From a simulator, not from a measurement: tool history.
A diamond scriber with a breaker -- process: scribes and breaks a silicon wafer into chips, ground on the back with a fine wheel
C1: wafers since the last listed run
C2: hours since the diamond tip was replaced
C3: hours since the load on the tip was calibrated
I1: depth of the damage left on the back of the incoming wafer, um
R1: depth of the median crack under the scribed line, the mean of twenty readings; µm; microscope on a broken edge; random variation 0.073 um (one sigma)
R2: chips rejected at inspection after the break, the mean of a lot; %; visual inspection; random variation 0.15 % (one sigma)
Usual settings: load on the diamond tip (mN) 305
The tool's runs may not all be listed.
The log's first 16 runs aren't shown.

Run 17, day 7.679: usual settings but load on the diamond tip (mN) 243; C1 34; C2 771.1; C3 633.0; I1 1.52. Result: R1 6.78 µm, R2 5.83 %.
Run 18, day 8.325: usual settings but load on the diamond tip (mN) 330; C1 37; C2 786.6; C3 648.5; I1 1.67. Result: R1 8.15 µm, R2 1.61 %.
At day 8.888: diamond tip replaced by a new one.
Run 19, day 8.908: usual settings; C1 28; C2 0.5; C3 662.5; I1 2.86. Result: R1 9.03 µm, R2 4.25 %.
At day 9.200: load on the tip recalibrated.
Run 20, day 9.279: usual settings but load on the diamond tip (mN) 329; C1 16; C2 9.4; C3 1.9; I1 2.25. Result: R1 8.47 µm, R2 2.48 %.
Run 21, day 10.025: usual settings but load on the diamond tip (mN) 350; C1 42; C2 27.3; C3 19.8; I1 2.70. Result: R1 8.91 µm, R2 3.43 %.
Run 22, day 10.496: usual settings but load on the diamond tip (mN) 218; C1 27; C2 38.6; C3 31.1; I1 2.45. Result: R1 6.65 µm, R2 8.90 %.
Run 23, day 10.758: usual settings but load on the diamond tip (mN) 258; C1 15; C2 44.9; C3 37.4; I1 2.42. Result: R1 7.39 µm, R2 5.25 %.
Run 24, day 11.375: usual settings; C1 35; C2 59.7; C3 52.2; I1 2.24. Result: R1 8.20 µm, R2 2.47 %.
Run 25, day 11.721: usual settings but load on the diamond tip (mN) 331; C1 19; C2 68.0; C3 60.5; I1 2.36. Result: R1 8.63 µm, R2 2.62 %.
Run 26, day 12.104: usual settings but load on the diamond tip (mN) 391; C1 22; C2 77.2; C3 69.7; I1 2.04. Result: R1 9.73 µm, R2 3.64 %.
Run 27, day 14.200: usual settings; C1 120; C2 127.5; C3 120.0; I1 2.11. Result: R1 8.31 µm, R2 1.97 %.
Run 28, day 14.825: usual settings but load on the diamond tip (mN) 246; C1 35; C2 142.5; C3 135.0; I1 2.43. Result: R1 7.43 µm, R2 5.38 %.
Run 29, day 15.158: usual settings but load on the diamond tip (mN) 385; C1 19; C2 150.5; C3 143.0; I1 2.27. Result: R1 9.67 µm, R2 4.52 %.
Run 30, day 15.875: usual settings but load on the diamond tip (mN) 343; C1 41; C2 167.7; C3 160.2; I1 1.82. Result: R1 9.08 µm, R2 2.31 %.
Run 31, day 16.421: usual settings but load on the diamond tip (mN) 341; C1 31; C2 180.8; C3 173.3; I1 2.48. Result: R1 9.04 µm, R2 3.28 %.

Predict each of these 4 candidate next runs independently; none follows another, all start after run 31:
Run A, day 16.446: usual settings; C1 1; C2 181.4; C3 173.9; I1 2.54. Result: R1 ?, R2 ?.
Run B, day 16.446: usual settings but load on the diamond tip (mN) 345; C1 1; C2 181.4; C3 173.9; I1 2.54. Result: R1 ?, R2 ?.
Run C, day 16.446: usual settings but load on the diamond tip (mN) 268; C1 1; C2 181.4; C3 173.9; I1 2.54. Result: R1 ?, R2 ?.
Run D, day 16.446: usual settings but load on the diamond tip (mN) 280; C1 1; C2 181.4; C3 173.9; I1 2.54. Result: R1 ?, R2 ?.

run    R1    R2
  A  8.49  3.33
  B  9.15  3.65
  C  7.87  4.31
  D  8.07  3.83
Had the tool no hidden state, the same runs would have come out as:
run    R1    R2
  A  8.36  3.43
  B  9.00  3.47
  C  7.74  4.70
  D  7.94  4.12

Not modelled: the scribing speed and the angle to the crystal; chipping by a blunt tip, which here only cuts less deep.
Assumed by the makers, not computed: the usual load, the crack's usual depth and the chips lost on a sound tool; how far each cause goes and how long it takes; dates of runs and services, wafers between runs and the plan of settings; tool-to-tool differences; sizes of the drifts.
